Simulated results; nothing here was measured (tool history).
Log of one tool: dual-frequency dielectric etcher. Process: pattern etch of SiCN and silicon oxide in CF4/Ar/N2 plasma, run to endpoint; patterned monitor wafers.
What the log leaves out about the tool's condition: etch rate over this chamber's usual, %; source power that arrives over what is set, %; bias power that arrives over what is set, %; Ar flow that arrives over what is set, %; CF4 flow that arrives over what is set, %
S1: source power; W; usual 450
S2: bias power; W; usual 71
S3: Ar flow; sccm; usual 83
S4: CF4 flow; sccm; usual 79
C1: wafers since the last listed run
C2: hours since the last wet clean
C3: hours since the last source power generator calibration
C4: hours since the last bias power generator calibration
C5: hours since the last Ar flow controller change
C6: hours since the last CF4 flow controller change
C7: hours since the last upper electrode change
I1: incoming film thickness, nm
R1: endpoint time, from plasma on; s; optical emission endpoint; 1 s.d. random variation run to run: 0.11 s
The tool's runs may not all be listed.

run    hour   S1  S2  S3  S4    C1     C2      C3      C4      C5      C6      C7     I1    R1
  1       0  450  71  83  79     0  422.9  3284.6  4391.5  4625.9  4954.6  2589.6  14.92  15.5
  2    48.4  450  71  83  79  1135  471.3    3333  4439.9  4674.3    5003    2638  14.96  15.6
  3   138.9  450  71  83  79  2122  561.8  3423.5  4530.4  4764.8  5093.5  2728.5  14.99  15.8
  4     223  450  71  83  79  1972  645.9  3507.6  4614.5  4848.9  5177.6  2812.6     15    16
      340.9  -- wet clean of the chamber
      350.4  -- CF4 flow controller replaced
      382.3  -- bias power generator calibrated
      515.6  -- Ar flow controller replaced
  5   519.5  450  87  83  79  6016  178.6  3804.1   137.2     3.9   169.1  3109.1  15.04  14.1
      591.6  -- upper electrode replaced
  6   592.1  450  54  83  79  1139  251.2  3876.7   209.8    76.5   241.7     0.5  14.87  16.3
  7   641.3  450  71  92  61  1154  300.4  3925.9     259   125.7   290.9    49.7     15  15.9
  8   711.6  450  71  83  79  1648  370.7  3996.2   329.3     196   361.2     120  15.18  15.6
  9   754.4  450  71  83  79  1003  413.5    4039   372.1   238.8     404   162.8  15.08  15.5
 10   799.6  450  71  75  79  1060  458.7  4084.2   417.3     284   449.2     208  14.91  15.2
 11   896.1  450  71  83  74  2263  555.2  4180.7   513.8   380.5   545.7   304.5  15.01    16
      957.8  -- wet clean of the chamber
 12     996  450  71  83  79  1780   38.2  4280.6   613.7   480.4   645.6   404.4     15    15
 13  1045.7  450  71  83  79  1165   87.9  4330.3   663.4   530.1   695.3   454.1  15.07  15.1
     1122.4  -- source power generator calibrated
 14  1151.6  450  71  83  87  2390  193.8    29.2   769.3     636   801.2     560  15.01  15.1
 15  1191.2  350  82  75  79   928  233.4    68.8   808.9   675.6   840.8   599.6  15.02  17.2
 16    1272  360  62  92  89  1895  314.2   149.6   889.7   756.4   921.6   680.4  14.91  18.4
 17  1313.7  400  62  83  61   978  355.9   191.3   931.4   798.1   963.3   722.1  15.13    18
 18  1415.2  450  71  83  91  2380  457.4   292.8  1032.9   899.6  1064.8   823.6  14.98  15.4
 19  1518.4  450  55  72  87  2420  560.6     396  1136.1  1002.8    1168   926.8  15.14  16.7
 20  1625.9  450  54  83  79  2521  668.1   503.5  1243.6  1110.3  1275.5  1034.3   14.9    17
 21  1672.1  450  71  83  67  1083  714.3   549.7  1289.8  1156.5  1321.7  1080.5  14.88  16.2
     1728.8  -- wet clean of the chamber
 22  1729.3  340  71  83  85   778    0.5   606.9    1347  1213.7  1378.9  1137.7  14.94  17.7
 23  1780.6  450  65  83  79  1203   51.8   658.2  1398.3    1265  1430.2    1189  15.18  15.8
 24  1834.5  510  71  83  79  1264  105.7   712.1  1452.2  1318.9  1484.1  1242.9     15  14.1
 25  1898.3  450  63  83  79  1496  169.5   775.9    1516  1382.7  1547.9  1306.7   14.9  15.7

Branching from run 25: 3 alternative next runs. What would each branch give?
  A  1898.7  450  76  83  79   9  169.9  776.3  1516.4  1383.1  1548.3  1307.1  15.02   ?
  B  1898.7  500  80  69  96   9  169.9  776.3  1516.4  1383.1  1548.3  1307.1  15.02   ?
  C  1898.7  450  83  83  94   9  169.9  776.3  1516.4  1383.1  1548.3  1307.1  15.02   ?

run    R1
  A    15
  B  13.3
  C  14.4
What these runs would have given with no unlogged condition in the tool:
run    R1
  A  14.8
  B  13.1
  C  14.1

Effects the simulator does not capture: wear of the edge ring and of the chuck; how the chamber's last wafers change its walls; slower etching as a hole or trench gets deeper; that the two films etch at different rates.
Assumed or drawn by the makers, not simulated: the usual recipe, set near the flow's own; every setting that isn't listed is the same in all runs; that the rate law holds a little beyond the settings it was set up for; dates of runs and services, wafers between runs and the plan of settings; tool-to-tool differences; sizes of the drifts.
